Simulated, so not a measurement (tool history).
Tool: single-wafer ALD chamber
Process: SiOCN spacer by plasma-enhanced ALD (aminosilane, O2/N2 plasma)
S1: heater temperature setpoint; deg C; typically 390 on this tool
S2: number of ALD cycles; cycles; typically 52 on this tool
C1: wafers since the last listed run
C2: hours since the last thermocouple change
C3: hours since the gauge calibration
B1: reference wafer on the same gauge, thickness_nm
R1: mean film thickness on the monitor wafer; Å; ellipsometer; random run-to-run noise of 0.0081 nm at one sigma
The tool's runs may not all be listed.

| run | hour | S1 | S2 | C1 | C2 | C3 | B1 | R1 |
|---|---|---|---|---|---|---|---|---|
| 1 | 0.0 | 400 | 52 | 0 | 2087.5 | 1050.9 | 3.364 | 32.58 |
| 2 | 55.2 | 400 | 52 | 292 | 2142.7 | 1106.1 | 3.362 | 32.61 |
| 3 | 133.5 | 400 | 52 | 415 | 2221.0 | 1184.4 | 3.356 | 32.69 |
| 4 | 216.2 | 390 | 52 | 438 | 2303.7 | 1267.1 | 3.361 | 32.45 |
| 5 | 254.2 | 390 | 52 | 201 | 2341.7 | 1305.1 | 3.357 | 32.55 |
| 6 | 344.6 | 390 | 52 | 479 | 2432.1 | 1395.5 | 3.360 | 32.48 |
| 7 | 437.2 | 390 | 52 | 491 | 2524.7 | 1488.1 | 3.359 | 32.59 |
|  | 555.4 | thermocouple changed; heater temperature recalibrated |
| 8 | 709.4 | 390 | 52 | 1401 | 154.0 | 1760.3 | 3.360 | 32.46 |
| 9 | 783.9 | 390 | 52 | 395 | 228.5 | 1834.8 | 3.362 | 32.64 |
|  | 837.3 | gauge calibrated |
| 10 | 849.7 | 390 | 49 | 348 | 294.3 | 12.4 | 3.359 | 30.57 |
| 11 | 957.1 | 390 | 49 | 569 | 401.7 | 119.8 | 3.360 | 30.71 |
| 12 | 1023.6 | 390 | 52 | 352 | 468.2 | 186.3 | 3.359 | 32.67 |
| 13 | 1089.6 | 400 | 52 | 350 | 534.2 | 252.3 | 3.364 | 32.54 |
| 14 | 1163.9 | 390 | 49 | 394 | 608.5 | 326.6 | 3.360 | 30.62 |
| 15 | 1204.3 | 377 | 60 | 214 | 648.9 | 367.0 | 3.359 | 37.84 |
| 16 | 1240.9 | 396 | 58 | 194 | 685.5 | 403.6 | 3.360 | 36.38 |
| 17 | 1278.4 | 378 | 57 | 198 | 723.0 | 441.1 | 3.362 | 35.78 |
| 18 | 1339.0 | 390 | 52 | 321 | 783.6 | 501.7 | 3.359 | 32.56 |
| 19 | 1417.0 | 394 | 49 | 413 | 861.6 | 579.7 | 3.359 | 30.68 |
| 20 | 1473.4 | 381 | 44 | 299 | 918.0 | 636.1 | 3.360 | 27.52 |
| 21 | 1539.6 | 382 | 61 | 351 | 984.2 | 702.3 | 3.362 | 38.02 |
| 22 | 1620.4 | 402 | 56 | 428 | 1065.0 | 783.1 | 3.360 | 35.04 |

For each entry between runs, how does the tool's hidden state at the last listed run before it compare with that at the first listed run after it?
Between runs 7 and 8: thermocouple changed; heater temperature recalibrated (hour 555.4)
  both runs share identical hidden conditions
Between runs 9 and 10: gauge calibrated (hour 837.3)
  both runs share identical hidden conditions
